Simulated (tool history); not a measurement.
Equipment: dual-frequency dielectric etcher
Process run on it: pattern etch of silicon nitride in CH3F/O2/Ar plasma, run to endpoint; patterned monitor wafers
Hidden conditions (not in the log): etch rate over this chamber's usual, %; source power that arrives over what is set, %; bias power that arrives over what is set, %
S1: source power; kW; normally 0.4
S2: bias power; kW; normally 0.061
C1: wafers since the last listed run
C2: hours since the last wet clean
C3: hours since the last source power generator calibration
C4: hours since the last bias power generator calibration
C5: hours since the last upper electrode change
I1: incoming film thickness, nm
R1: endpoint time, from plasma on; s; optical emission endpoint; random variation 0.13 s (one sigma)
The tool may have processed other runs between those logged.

run 1 hour=0 | S1=0.4 S2=0.061 | C1=0 C2=81.5 C3=3637.5 C4=3909 C5=5216.4 | I1=29.21 | R1=43
run 2 hour=23.6 | S1=0.4 S2=0.061 | C1=317 C2=105.1 C3=3661.1 C4=3932.6 C5=5240 | I1=29.02 | R1=42.4
run 3 hour=46.3 | S1=0.4 S2=0.061 | C1=305 C2=127.8 C3=3683.8 C4=3955.3 C5=5262.7 | I1=29.01 | R1=42.6
run 4 hour=60.6 | S1=0.4 S2=0.061 | C1=192 C2=142.1 C3=3698.1 C4=3969.6 C5=5277 | I1=29.02 | R1=42.4
run 5 hour=87.6 | S1=0.4 S2=0.061 | C1=363 C2=169.1 C3=3725.1 C4=3996.6 C5=5304 | I1=29.11 | R1=42.5
run 6 hour=111.1 | S1=0.4 S2=0.061 | C1=316 C2=192.6 C3=3748.6 C4=4020.1 C5=5327.5 | I1=29.19 | R1=42.6
run 7 hour=125.6 | S1=0.4 S2=0.061 | C1=195 C2=207.1 C3=3763.1 C4=4034.6 C5=5342 | I1=29.43 | R1=42.9
run 8 hour=137.7 | S1=0.4 S2=0.054 | C1=162 C2=219.2 C3=3775.2 C4=4046.7 C5=5354.1 | I1=29.03 | R1=43.5
run 9 hour=170.3 | S1=0.36 S2=0.061 | C1=438 C2=251.8 C3=3807.8 C4=4079.3 C5=5386.7 | I1=29.37 | R1=44.4
run 10 hour=193.7 | S1=0.36 S2=0.061 | C1=314 C2=275.2 C3=3831.2 C4=4102.7 C5=5410.1 | I1=29.11 | R1=43.8
run 11 hour=215.7 | S1=0.4 S2=0.061 | C1=295 C2=297.2 C3=3853.2 C4=4124.7 C5=5432.1 | I1=29.04 | R1=41.9
run 12 hour=233.9 | S1=0.4 S2=0.061 | C1=244 C2=315.4 C3=3871.4 C4=4142.9 C5=5450.3 | I1=29.33 | R1=42.6
run 13 hour=262.5 | S1=0.4 S2=0.061 | C1=384 C2=344 C3=3900 C4=4171.5 C5=5478.9 | I1=29.44 | R1=42.3
run 14 hour=292.3 | S1=0.4 S2=0.061 | C1=400 C2=373.8 C3=3929.8 C4=4201.3 C5=5508.7 | I1=28.91 | R1=41.6
run 15 hour=323.2 | S1=0.4 S2=0.061 | C1=415 C2=404.7 C3=3960.7 C4=4232.2 C5=5539.6 | I1=29.05 | R1=41.7
run 16 hour=354.5 | S1=0.4 S2=0.061 | C1=420 C2=436 C3=3992 C4=4263.5 C5=5570.9 | I1=29.19 | R1=41.7
-- hour=389.5 upper electrode replaced
-- hour=404.6 wet clean of the chamber
-- hour=408 bias power generator calibrated
run 17 hour=408.5 | S1=0.4 S2=0.061 | C1=154 C2=3.9 C3=4046 C4=0.5 C5=19 | I1=29.27 | R1=43.3
run 18 hour=414.3 | S1=0.43 S2=0.049 | C1=78 C2=9.7 C3=4051.8 C4=6.3 C5=24.8 | I1=29.23 | R1=44.7
run 19 hour=448.2 | S1=0.45 S2=0.061 | C1=455 C2=43.6 C3=4085.7 C4=40.2 C5=58.7 | I1=29.28 | R1=41.6
run 20 hour=461.9 | S1=0.4 S2=0.061 | C1=184 C2=57.3 C3=4099.4 C4=53.9 C5=72.4 | I1=29.1 | R1=43.1
run 21 hour=474.4 | S1=0.49 S2=0.061 | C1=168 C2=69.8 C3=4111.9 C4=66.4 C5=84.9 | I1=29.3 | R1=40.3
run 22 hour=496.9 | S1=0.46 S2=0.066 | C1=302 C2=92.3 C3=4134.4 C4=88.9 C5=107.4 | I1=29.45 | R1=40.3
run 23 hour=520.8 | S1=0.3 S2=0.048 | C1=321 C2=116.2 C3=4158.3 C4=112.8 C5=131.3 | I1=29.49 | R1=50.9
run 24 hour=535.6 | S1=0.4 S2=0.046 | C1=199 C2=131 C3=4173.1 C4=127.6 C5=146.1 | I1=29.32 | R1=46.5
run 25 hour=567.8 | S1=0.44 S2=0.066 | C1=433 C2=163.2 C3=4205.3 C4=159.8 C5=178.3 | I1=29.43 | R1=40.8
run 26 hour=582.4 | S1=0.31 S2=0.068 | C1=196 C2=177.8 C3=4219.9 C4=174.4 C5=192.9 | I1=29.01 | R1=44.9
-- hour=593.3 source power generator calibrated
run 27 hour=605.7 | S1=0.4 S2=0.061 | C1=259 C2=201.1 C3=12.4 C4=197.7 C5=216.2 | I1=29.32 | R1=42.6
run 28 hour=641.5 | S1=0.31 S2=0.074 | C1=481 C2=236.9 C3=48.2 C4=233.5 C5=252 | I1=29.09 | R1=43.5
run 29 hour=658.6 | S1=0.34 S2=0.074 | C1=229 C2=254 C3=65.3 C4=250.6 C5=269.1 | I1=29.06 | R1=42.2
run 30 hour=684.2 | S1=0.31 S2=0.055 | C1=344 C2=279.6 C3=90.9 C4=276.2 C5=294.7 | I1=29.02 | R1=47.3
run 31 hour=711.6 | S1=0.5 S2=0.071 | C1=368 C2=307 C3=118.3 C4=303.6 C5=322.1 | I1=29.2 | R1=37.3
run 32 hour=746.6 | S1=0.4 S2=0.061 | C1=470 C2=342 C3=153.3 C4=338.6 C5=357.1 | I1=28.99 | R1=41.8
run 33 hour=758.6 | S1=0.5 S2=0.061 | C1=161 C2=354 C3=165.3 C4=350.6 C5=369.1 | I1=29.25 | R1=39.1
run 34 hour=776.5 | S1=0.36 S2=0.068 | C1=240 C2=371.9 C3=183.2 C4=368.5 C5=387 | I1=29.5 | R1=42.6
run 35 hour=794.8 | S1=0.4 S2=0.072 | C1=246 C2=390.2 C3=201.5 C4=386.8 C5=405.3 | I1=29.31 | R1=40.4
run 36 hour=822.9 | S1=0.4 S2=0.061 | C1=377 C2=418.3 C3=229.6 C4=414.9 C5=433.4 | I1=28.96 | R1=41.7

Here are 3 independent what-if runs from the current tool condition. What would each one return?
run A hour=823.3 | S1=0.43 S2=0.061 | C1=5 C2=418.7 C3=230 C4=415.3 C5=433.8 | I1=29.03 | R1=?
run B hour=823.3 | S1=0.31 S2=0.066 | C1=5 C2=418.7 C3=230 C4=415.3 C5=433.8 | I1=29.03 | R1=?
run C hour=823.3 | S1=0.4 S2=0.052 | C1=5 C2=418.7 C3=230 C4=415.3 C5=433.8 | I1=29.03 | R1=?

run=A R1=40.4
run=B R1=44.2
run=C R1=43.3
Stripped of hidden state, with their random variation kept, the same runs would have yielded:
run=A R1=41.7
run=B R1=45.6
run=C R1=44.7
